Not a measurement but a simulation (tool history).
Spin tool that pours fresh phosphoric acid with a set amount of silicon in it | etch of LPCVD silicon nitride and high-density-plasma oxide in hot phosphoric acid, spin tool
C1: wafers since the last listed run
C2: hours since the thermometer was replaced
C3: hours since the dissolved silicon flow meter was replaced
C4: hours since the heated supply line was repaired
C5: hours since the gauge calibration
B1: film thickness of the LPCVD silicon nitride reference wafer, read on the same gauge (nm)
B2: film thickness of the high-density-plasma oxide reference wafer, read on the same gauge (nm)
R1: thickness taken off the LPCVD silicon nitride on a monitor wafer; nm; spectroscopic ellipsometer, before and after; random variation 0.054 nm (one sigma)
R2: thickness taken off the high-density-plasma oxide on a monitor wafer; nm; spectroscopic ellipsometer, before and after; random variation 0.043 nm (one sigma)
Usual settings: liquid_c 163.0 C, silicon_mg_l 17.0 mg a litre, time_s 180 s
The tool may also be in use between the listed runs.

Run 1, hour 0.0: usual settings but liquid_c 165.5 C, silicon_mg_l 29.0 mg a litre, time_s 135 s; C1 0; C2 63.8; C3 1729.1; C4 3690.8; C5 235.2; B1 119.99; B2 89.995. Result: R1 12.01 nm, R2 0.193 nm.
Run 2, hour 28.1: usual settings but time_s 85 s; C1 128; C2 91.9; C3 1757.2; C4 3718.9; C5 263.3; B1 120.00; B2 89.977. Result: R1 6.90 nm, R2 0.158 nm.
At hour 42.2: heated supply line repaired.
Run 3, hour 60.0: usual settings; C1 140; C2 123.8; C3 1789.1; C4 17.8; C5 295.2; B1 119.97; B2 89.969. Result: R1 15.45 nm, R2 0.319 nm.
Run 4, hour 84.1: usual settings but liquid_c 161.0 C, time_s 115 s; C1 109; C2 147.9; C3 1813.2; C4 41.9; C5 319.3; B1 120.01; B2 89.991. Result: R1 9.25 nm, R2 0.215 nm.
Run 5, hour 142.7: usual settings but liquid_c 166.0 C, silicon_mg_l 21.0 mg a litre, time_s 230 s; C1 267; C2 206.5; C3 1871.8; C4 100.5; C5 377.9; B1 120.00; B2 90.010. Result: R1 21.76 nm, R2 0.485 nm.
Run 6, hour 162.3: usual settings but liquid_c 164.5 C, silicon_mg_l 7.0 mg a litre, time_s 285 s; C1 89; C2 226.1; C3 1891.4; C4 120.1; C5 397.5; B1 120.00; B2 90.012. Result: R1 25.78 nm, R2 0.840 nm.
Run 7, hour 188.7: usual settings but liquid_c 165.5 C, silicon_mg_l 22.5 mg a litre, time_s 135 s; C1 120; C2 252.5; C3 1917.8; C4 146.5; C5 423.9; B1 120.02; B2 90.033. Result: R1 12.57 nm, R2 0.281 nm.
At hour 213.4: dissolved silicon flow meter replaced.
Run 8, hour 222.9: usual settings but liquid_c 165.5 C, silicon_mg_l 6.5 mg a litre, time_s 115 s; C1 151; C2 286.7; C3 9.5; C4 180.7; C5 458.1; B1 119.99; B2 90.007. Result: R1 10.72 nm, R2 0.325 nm.
Run 9, hour 247.1: usual settings but liquid_c 161.0 C, silicon_mg_l 29.0 mg a litre; C1 110; C2 310.9; C3 33.7; C4 204.9; C5 482.3; B1 119.99; B2 89.983. Result: R1 14.49 nm, R2 0.167 nm.
Run 10, hour 269.2: usual settings but silicon_mg_l 13.5 mg a litre; C1 100; C2 333.0; C3 55.8; C4 227.0; C5 504.4; B1 119.99; B2 89.990. Result: R1 15.48 nm, R2 0.299 nm.
Run 11, hour 285.4: usual settings but liquid_c 165.5 C, silicon_mg_l 21.5 mg a litre, time_s 275 s; C1 73; C2 349.2; C3 72.0; C4 243.2; C5 520.6; B1 120.00; B2 89.987. Result: R1 25.76 nm, R2 0.547 nm.
Run 12, hour 321.2: usual settings; C1 163; C2 385.0; C3 107.8; C4 279.0; C5 556.4; B1 119.96; B2 89.997. Result: R1 15.55 nm, R2 0.354 nm.
Run 13, hour 336.0: usual settings; C1 67; C2 399.8; C3 122.6; C4 293.8; C5 571.2; B1 119.99; B2 90.011. Result: R1 15.51 nm, R2 0.316 nm.
Run 14, hour 351.0: usual settings; C1 68; C2 414.8; C3 137.6; C4 308.8; C5 586.2; B1 120.01; B2 89.985. Result: R1 15.44 nm, R2 0.340 nm.
Run 15, hour 370.6: usual settings but time_s 110 s; C1 89; C2 434.4; C3 157.2; C4 328.4; C5 605.8; B1 120.00; B2 90.002. Result: R1 9.43 nm, R2 0.207 nm.
Run 16, hour 387.5: usual settings but liquid_c 161.5 C, silicon_mg_l 7.0 mg a litre, time_s 280 s; C1 77; C2 451.3; C3 174.1; C4 345.3; C5 622.7; B1 119.99; B2 90.011. Result: R1 22.83 nm, R2 0.662 nm.
Run 17, hour 419.0: usual settings but silicon_mg_l 26.5 mg a litre, time_s 270 s; C1 143; C2 482.8; C3 205.6; C4 376.8; C5 654.2; B1 119.99; B2 90.029. Result: R1 23.29 nm, R2 0.311 nm.
Run 18, hour 432.2: usual settings but liquid_c 160.5 C, silicon_mg_l 12.0 mg a litre, time_s 75 s; C1 60; C2 496.0; C3 218.8; C4 390.0; C5 667.4; B1 119.99; B2 89.981. Result: R1 5.97 nm, R2 0.110 nm.
Run 19, hour 467.6: usual settings but time_s 95 s; C1 161; C2 531.4; C3 254.2; C4 425.4; C5 702.8; B1 119.98; B2 90.007. Result: R1 8.20 nm, R2 0.182 nm.
Run 20, hour 488.4: usual settings; C1 94; C2 552.2; C3 275.0; C4 446.2; C5 723.6; B1 120.01; B2 90.015. Result: R1 15.51 nm, R2 0.326 nm.
Run 21, hour 503.5: usual settings but silicon_mg_l 11.0 mg a litre, time_s 240 s; C1 68; C2 567.3; C3 290.1; C4 461.3; C5 738.7; B1 119.98; B2 90.007. Result: R1 20.72 nm, R2 0.570 nm.

Forecast each of these 4 alternatives for the next run:
Run A, hour 504.0: usual settings; C1 2; C2 567.8; C3 290.6; C4 461.8; C5 739.2; B1 ?; B2 ?. Result: R1 ?, R2 ?.
Run B, hour 504.0: usual settings but silicon_mg_l 9.5 mg a litre; C1 2; C2 567.8; C3 290.6; C4 461.8; C5 739.2; B1 ?; B2 ?. Result: R1 ?, R2 ?.
Run C, hour 504.0: usual settings but liquid_c 161.5 C, silicon_mg_l 27.0 mg a litre, time_s 140 s; C1 2; C2 567.8; C3 290.6; C4 461.8; C5 739.2; B1 ?; B2 ?. Result: R1 ?, R2 ?.
Run D, hour 504.0: usual settings but silicon_mg_l 10.0 mg a litre, time_s 235 s; C1 2; C2 567.8; C3 290.6; C4 461.8; C5 739.2; B1 ?; B2 ?. Result: R1 ?, R2 ?.

run      B1      B2     R1     R2
  A  119.97  89.974  15.52  0.322
  B  119.97  89.974  15.52  0.385
  C  119.97  89.974  11.48  0.165
  D  119.97  89.974  20.26  0.497
Without the tool's hidden state the same runs would have given:
run     R1     R2
  A  15.45  0.319
  B  15.45  0.382
  C  11.43  0.164
  D  20.17  0.493
